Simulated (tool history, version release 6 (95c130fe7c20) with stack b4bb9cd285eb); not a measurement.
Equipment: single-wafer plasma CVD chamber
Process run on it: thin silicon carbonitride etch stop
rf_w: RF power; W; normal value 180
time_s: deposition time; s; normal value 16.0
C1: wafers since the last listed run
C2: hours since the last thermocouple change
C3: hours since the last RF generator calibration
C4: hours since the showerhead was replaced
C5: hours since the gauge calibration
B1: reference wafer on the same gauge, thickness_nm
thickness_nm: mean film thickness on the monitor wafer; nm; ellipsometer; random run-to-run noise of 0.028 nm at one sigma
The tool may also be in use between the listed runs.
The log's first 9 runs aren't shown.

{"run": 10, "hour": 465.5, "rf_w": 155, "time_s": 16.9, "C1": 1095, "C2": 1816.3, "C3": 1540.9, "C4": 3516.2, "C5": 457.2, "B1": 10.096, "thickness_nm": 8.371}
{"run": 11, "hour": 524.1, "rf_w": 155, "time_s": 16.9, "C1": 1744, "C2": 1874.9, "C3": 1599.5, "C4": 3574.8, "C5": 515.8, "B1": 10.095, "thickness_nm": 8.373}
{"hour": 592.4, "done": "RF generator calibrated"}
{"run": 12, "hour": 592.9, "rf_w": 160, "time_s": 16.0, "C1": 1809, "C2": 1943.7, "C3": 0.5, "C4": 3643.6, "C5": 584.6, "B1": 10.102, "thickness_nm": 8.151}
{"run": 13, "hour": 646.5, "rf_w": 160, "time_s": 16.0, "C1": 1595, "C2": 1997.3, "C3": 54.1, "C4": 3697.2, "C5": 638.2, "B1": 10.084, "thickness_nm": 8.083}
{"run": 14, "hour": 698.5, "rf_w": 160, "time_s": 16.0, "C1": 1547, "C2": 2049.3, "C3": 106.1, "C4": 3749.2, "C5": 690.2, "B1": 10.094, "thickness_nm": 8.102}
{"run": 15, "hour": 728.8, "rf_w": 155, "time_s": 18.1, "C1": 901, "C2": 2079.6, "C3": 136.4, "C4": 3779.5, "C5": 720.5, "B1": 10.086, "thickness_nm": 9.071}
{"run": 16, "hour": 787.9, "rf_w": 180, "time_s": 14.1, "C1": 1759, "C2": 2138.7, "C3": 195.5, "C4": 3838.6, "C5": 779.6, "B1": 10.081, "thickness_nm": 7.41}
{"run": 17, "hour": 822.6, "rf_w": 180, "time_s": 14.1, "C1": 1032, "C2": 2173.4, "C3": 230.2, "C4": 3873.3, "C5": 814.3, "B1": 10.102, "thickness_nm": 7.404}
{"run": 18, "hour": 891.9, "rf_w": 180, "time_s": 16.0, "C1": 2062, "C2": 2242.7, "C3": 299.5, "C4": 3942.6, "C5": 883.6, "B1": 10.088, "thickness_nm": 8.386}
{"run": 19, "hour": 920.8, "rf_w": 210, "time_s": 16.0, "C1": 860, "C2": 2271.6, "C3": 328.4, "C4": 3971.5, "C5": 912.5, "B1": 10.093, "thickness_nm": 8.814}
{"run": 20, "hour": 961.9, "rf_w": 195, "time_s": 18.7, "C1": 1223, "C2": 2312.7, "C3": 369.5, "C4": 4012.6, "C5": 953.6, "B1": 10.091, "thickness_nm": 10.039}

The next listed run, before its measurement:
{"hour": 992.9, "done": "gauge calibrated"}
{"hour": 1015.8, "done": "showerhead replaced, of another model than before"}
{"run": 21, "hour": 1016.3, "rf_w": 180, "time_s": 14.1, "C1": 1381, "C2": 2367.1, "C3": 423.9, "C4": 0.5, "C5": 23.4, "B1": "?", "thickness_nm": "?"}

{"run 21": {"B1": 10.086, "thickness_nm": 7.403}}
With the hidden condition absent and the run-to-run variation left alone, this run would have shown thickness_nm 7.448 nm.
